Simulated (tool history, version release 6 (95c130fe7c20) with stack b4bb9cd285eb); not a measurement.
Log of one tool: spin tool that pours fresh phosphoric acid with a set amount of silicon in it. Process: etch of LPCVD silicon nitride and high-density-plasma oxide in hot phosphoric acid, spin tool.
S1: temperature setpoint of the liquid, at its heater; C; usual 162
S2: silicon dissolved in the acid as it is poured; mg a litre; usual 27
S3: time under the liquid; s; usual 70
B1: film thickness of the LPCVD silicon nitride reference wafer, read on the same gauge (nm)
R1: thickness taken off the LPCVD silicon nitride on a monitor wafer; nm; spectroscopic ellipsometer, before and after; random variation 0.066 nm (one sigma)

{"run": 1, "day": 0.0, "S1": 162, "S2": 27, "S3": 70, "B1": 139.99, "R1": 6.04}
{"run": 2, "day": 0.583, "S1": 162, "S2": 27, "S3": 70, "B1": 139.98, "R1": 6.14}
{"run": 3, "day": 1.833, "S1": 163, "S2": 27, "S3": 70, "B1": 140.03, "R1": 6.14}
{"run": 4, "day": 2.342, "S1": 162, "S2": 27, "S3": 70, "B1": 140.03, "R1": 5.86}
{"run": 5, "day": 3.538, "S1": 162, "S2": 27, "S3": 70, "B1": 139.99, "R1": 5.92}
{"run": 6, "day": 4.262, "S1": 162, "S2": 27, "S3": 70, "B1": 139.98, "R1": 5.94}
{"run": 7, "day": 5.346, "S1": 162, "S2": 27, "S3": 50, "B1": 139.96, "R1": 4.27}
{"run": 8, "day": 6.554, "S1": 162, "S2": 27, "S3": 50, "B1": 140.01, "R1": 4.22}
{"day": 6.625, "done": "dissolved silicon flow meter replaced"}
{"run": 9, "day": 8.0, "S1": 159.5, "S2": 27, "S3": 70, "B1": 140.01, "R1": 5.42}
{"run": 10, "day": 8.658, "S1": 164, "S2": 10.5, "S3": 100, "B1": 140.02, "R1": 8.94}
{"run": 11, "day": 9.738, "S1": 162, "S2": 27, "S3": 40, "B1": 139.98, "R1": 3.37}
{"run": 12, "day": 11.192, "S1": 162, "S2": 27, "S3": 70, "B1": 139.98, "R1": 5.83}
{"run": 13, "day": 12.042, "S1": 162, "S2": 27, "S3": 70, "B1": 139.98, "R1": 5.86}
{"day": 12.938, "done": "heated supply line repaired"}
{"run": 14, "day": 13.296, "S1": 161, "S2": 14.5, "S3": 70, "B1": 140, "R1": 6.31}
{"run": 15, "day": 14.975, "S1": 159.5, "S2": 33, "S3": 40, "B1": 139.99, "R1": 3.48}
{"day": 16.362, "done": "thermometer replaced"}
{"day": 18.588, "done": "gauge calibrated"}
{"run": 16, "day": 19.288, "S1": 162, "S2": 27, "S3": 70, "B1": 140.01, "R1": 6.35}
{"run": 17, "day": 20.696, "S1": 159.5, "S2": 9.5, "S3": 110, "B1": 140.03, "R1": 9.17}
{"run": 18, "day": 21.571, "S1": 162, "S2": 27, "S3": 70, "B1": 140.01, "R1": 6.49}
{"run": 19, "day": 22.821, "S1": 159, "S2": 45.5, "S3": 80, "B1": 140.01, "R1": 6.43}
{"run": 20, "day": 24.15, "S1": 159.5, "S2": 19, "S3": 105, "B1": 140.01, "R1": 8.6}

Forecast each of these 5 alternatives for the next run:
{"run": "A", "day": 24.167, "S1": 162, "S2": 27, "S3": 70, "B1": "?", "R1": "?"}
{"run": "B", "day": 24.167, "S1": 163.5, "S2": 6.5, "S3": 90, "B1": "?", "R1": "?"}
{"run": "C", "day": 24.167, "S1": 162, "S2": 27, "S3": 85, "B1": "?", "R1": "?"}
{"run": "D", "day": 24.167, "S1": 162, "S2": 18.5, "S3": 90, "B1": "?", "R1": "?"}
{"run": "E", "day": 24.167, "S1": 162, "S2": 9.5, "S3": 70, "B1": "?", "R1": "?"}

run=A B1=140.02 R1=6.25
run=B B1=140.02 R1=8.44
run=C B1=140.02 R1=7.58
run=D B1=140.02 R1=8.03
run=E B1=140.02 R1=6.25
Without the tool's hidden state the same runs would have given:
run=A R1=6.58
run=B R1=8.89
run=C R1=7.99
run=D R1=8.46
run=E R1=6.58
